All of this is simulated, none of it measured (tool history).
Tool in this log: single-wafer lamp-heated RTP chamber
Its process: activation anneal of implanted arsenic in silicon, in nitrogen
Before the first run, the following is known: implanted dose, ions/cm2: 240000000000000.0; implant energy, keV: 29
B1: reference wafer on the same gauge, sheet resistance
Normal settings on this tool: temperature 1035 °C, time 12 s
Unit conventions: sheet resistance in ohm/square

Run 1, hour 0.0: usual settings; B1 333.21. Result: sheet resistance 309.85 ohm/square.
Run 2, hour 31.9: usual settings; B1 332.99. Result: sheet resistance 310.63 ohm/square.
Run 3, hour 91.2: usual settings; B1 332.84. Result: sheet resistance 309.04 ohm/square.
Run 4, hour 103.8: usual settings but temperature 1054 °C, time 17 s; B1 332.70. Result: sheet resistance 306.15 ohm/square.
Run 5, hour 120.3: usual settings but temperature 1054 °C, time 17 s; B1 332.63. Result: sheet resistance 305.49 ohm/square.
Run 6, hour 152.3: usual settings but temperature 1054 °C, time 17 s; B1 332.47. Result: sheet resistance 306.49 ohm/square.
Run 7, hour 233.5: usual settings; B1 332.04. Result: sheet resistance 308.90 ohm/square.
Run 8, hour 260.1: usual settings; B1 331.75. Result: sheet resistance 308.16 ohm/square.
Run 9, hour 289.7: usual settings; B1 331.75. Result: sheet resistance 308.39 ohm/square.
Run 10, hour 323.5: usual settings but temperature 1049 °C; B1 331.46. Result: sheet resistance 307.81 ohm/square.
Run 11, hour 350.4: usual settings but temperature 1049 °C; B1 331.29. Result: sheet resistance 307.03 ohm/square.
Run 12, hour 367.4: usual settings but temperature 1049 °C; B1 331.21. Result: sheet resistance 307.11 ohm/square.
Run 13, hour 394.8: usual settings; B1 330.91. Result: sheet resistance 308.17 ohm/square.
Run 14, hour 429.7: usual settings; B1 330.78. Result: sheet resistance 306.69 ohm/square.
Run 15, hour 451.4: usual settings; B1 330.53. Result: sheet resistance 307.11 ohm/square.
At hour 465.5: reflector plate cleaned.
Run 16, hour 513.0: usual settings but temperature 1053 °C, time 15 s; B1 329.98. Result: sheet resistance 304.61 ohm/square.
Run 17, hour 536.9: usual settings but temperature 1014 °C, time 8 s; B1 329.93. Result: sheet resistance 309.64 ohm/square.
Run 18, hour 564.1: usual settings but time 17 s; B1 329.63. Result: sheet resistance 305.15 ohm/square.
At hour 580.0: pyrometer window cleaned and pyrometer calibrated.
Run 19, hour 591.3: usual settings; B1 329.40. Result: sheet resistance 306.35 ohm/square.
Run 20, hour 618.7: usual settings but temperature 1047 °C, time 18 s; B1 329.18. Result: sheet resistance 303.72 ohm/square.
Run 21, hour 632.9: usual settings but temperature 1061 °C, time 16 s; B1 328.97. Result: sheet resistance 302.12 ohm/square.
Run 22, hour 654.4: usual settings but temperature 1053 °C, time 6 s; B1 328.93. Result: sheet resistance 306.68 ohm/square.
Run 23, hour 685.8: usual settings; B1 328.55. Result: sheet resistance 305.75 ohm/square.
At hour 695.1: gauge calibrated.
Run 24, hour 721.7: usual settings; B1 334.15. Result: sheet resistance 309.53 ohm/square.
Run 25, hour 737.4: usual settings but temperature 1061 °C, time 19 s; B1 334.11. Result: sheet resistance 306.07 ohm/square.
Run 26, hour 764.9: usual settings but temperature 1013 °C; B1 333.99. Result: sheet resistance 311.62 ohm/square.
Run 27, hour 789.4: usual settings but temperature 1027 °C, time 15 s; B1 334.16. Result: sheet resistance 310.07 ohm/square.
Run 28, hour 822.4: usual settings but time 6 s; B1 334.05. Result: sheet resistance 312.48 ohm/square.
Run 29, hour 846.4: usual settings but temperature 1024 °C, time 17 s; B1 333.88. Result: sheet resistance 310.77 ohm/square.
Run 30, hour 868.9: usual settings but temperature 1024 °C, time 16 s; B1 333.98. Result: sheet resistance 310.51 ohm/square.
Run 31, hour 887.1: usual settings; B1 334.00. Result: sheet resistance 311.36 ohm/square.
Run 32, hour 902.6: usual settings but temperature 1021 °C, time 10 s; B1 333.98. Result: sheet resistance 311.82 ohm/square.
Run 33, hour 931.3: usual settings; B1 333.91. Result: sheet resistance 310.45 ohm/square.
Run 34, hour 951.2: usual settings but temperature 1012 °C, time 17 s; B1 333.81. Result: sheet resistance 310.63 ohm/square.
Run 35, hour 977.5: usual settings but temperature 1047 °C, time 19 s; B1 333.93. Result: sheet resistance 307.47 ohm/square.
Run 36, hour 1009.5: usual settings but temperature 1056 °C, time 14 s; B1 333.82. Result: sheet resistance 307.77 ohm/square.
Run 37, hour 1042.1: usual settings but temperature 1017 °C, time 6 s; B1 333.62. Result: sheet resistance 313.47 ohm/square.
Run 38, hour 1056.7: usual settings but time 14 s; B1 333.62. Result: sheet resistance 310.72 ohm/square.

Results for each run, recomputed without the tool's hidden state and with each run's random variation untouched:
The hidden state here: true wafer temperature minus pyrometer reading, K; wafer temperature error from the tarnished reflector plate, K; gauge reads high (%).
run  sheet resistance
  1            311.54
  2            312.46
  3            311.12
  4            308.26
  5            307.67
  6            308.84
  7            311.69
  8            311.10
  9            311.51
 10            311.13
 11            310.50
 12            310.69
 13            311.95
 14            310.69
 15            311.27
 16            309.19
 17            314.47
 18            310.13
 19            311.57
 20            309.11
 21            307.60
 22            312.43
 23            311.75
 24            310.37
 25            306.91
 26            312.48
 27            310.94
 28            313.38
 29            311.69
 30            311.46
 31            312.34
 32            312.82
 33            311.48
 34            311.70
 35            308.58
 36            308.94
 37            314.74
 38            312.01
